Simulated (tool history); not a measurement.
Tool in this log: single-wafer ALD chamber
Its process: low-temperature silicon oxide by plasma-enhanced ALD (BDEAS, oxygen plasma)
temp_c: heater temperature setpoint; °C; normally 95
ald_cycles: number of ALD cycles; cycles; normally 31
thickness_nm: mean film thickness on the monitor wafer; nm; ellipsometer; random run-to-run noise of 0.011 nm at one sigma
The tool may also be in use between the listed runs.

run,hour,temp_c,ald_cycles,wafers since the last listed run,hours since the last thermocouple change,hours since the gauge calibration,"read-back reference wafer on the same gauge, thickness_nm",thickness_nm
1,0,95,31,0,377.3,461,5.221,4.366
2,51.1,95,31,469,428.4,512.1,5.219,4.369
3,75.2,95,31,221,452.5,536.2,5.219,4.373
4,129.8,95,31,501,507.1,590.8,5.218,4.359
5,199.4,95,31,639,576.7,660.4,5.221,4.357
6,236.8,95,31,343,614.1,697.8,5.218,4.366
7,293,87,31,516,670.3,754,5.221,4.481
8,343.1,87,31,460,720.4,804.1,5.219,4.464
9,409.1,101,31,606,786.4,870.1,5.222,4.272
10,446.2,95,35,340,823.5,907.2,5.22,4.908
11,482.8,95,35,336,860.1,943.8,5.22,4.888
12,540.9,95,27,533,918.2,1001.9,5.221,3.772
13,594.6,102,33,493,971.9,1055.6,5.221,4.543
# hour 655.1: thermocouple changed; heater temperature recalibrated
14,655.6,95,31,486,0.5,1116.6,5.22,4.428
15,677.3,87,33,199,22.2,1138.3,5.22,4.818
16,732.2,104,25,504,77.1,1193.2,5.221,3.47
17,790.1,82,36,531,135,1251.1,5.218,5.323
18,814.6,95,28,225,159.5,1275.6,5.222,3.957
19,868.9,80,31,498,213.8,1329.9,5.218,4.604
# hour 872.4: gauge calibrated
20,897.4,95,31,261,242.3,25,5.221,4.395
21,928.9,90,31,289,273.8,56.5,5.22,4.475
22,975.3,109,34,426,320.2,102.9,5.217,4.689
23,1009.8,95,31,316,354.7,137.4,5.22,4.38
24,1079.2,95,31,637,424.1,206.8,5.221,4.385
25,1143.6,90,26,591,488.5,271.2,5.22,3.734

Some steps in thickness_nm, run to run, broken into two amounts with sign: the step expected even without the hidden condition (settings, incoming material, random variation), and the rest, left for the hidden condition together with whatever gauge scatter is not in both the measured and the hidden-condition-free result:
The hidden state here: wafer temperature above the value expected at the setpoint (K); gauge reads high (%).
Run 9 -> 10: temp_c 101 -> 95, ald_cycles 31 -> 35. thickness_nm +0.636 nm: hidden state -0.043, all else +0.679.
Run 13 -> 14: temp_c 102 -> 95, ald_cycles 33 -> 31, thermocouple changed; heater temperature recalibrated. thickness_nm -0.115 nm: hidden state +0.042, all else -0.157.
Run 16 -> 17: temp_c 104 -> 82, ald_cycles 25 -> 36. thickness_nm +1.853 nm: hidden state -0.006, all else +1.859.
Run 17 -> 18: temp_c 82 -> 95, ald_cycles 36 -> 28. thickness_nm -1.366 nm: hidden state +0, all else -1.366.

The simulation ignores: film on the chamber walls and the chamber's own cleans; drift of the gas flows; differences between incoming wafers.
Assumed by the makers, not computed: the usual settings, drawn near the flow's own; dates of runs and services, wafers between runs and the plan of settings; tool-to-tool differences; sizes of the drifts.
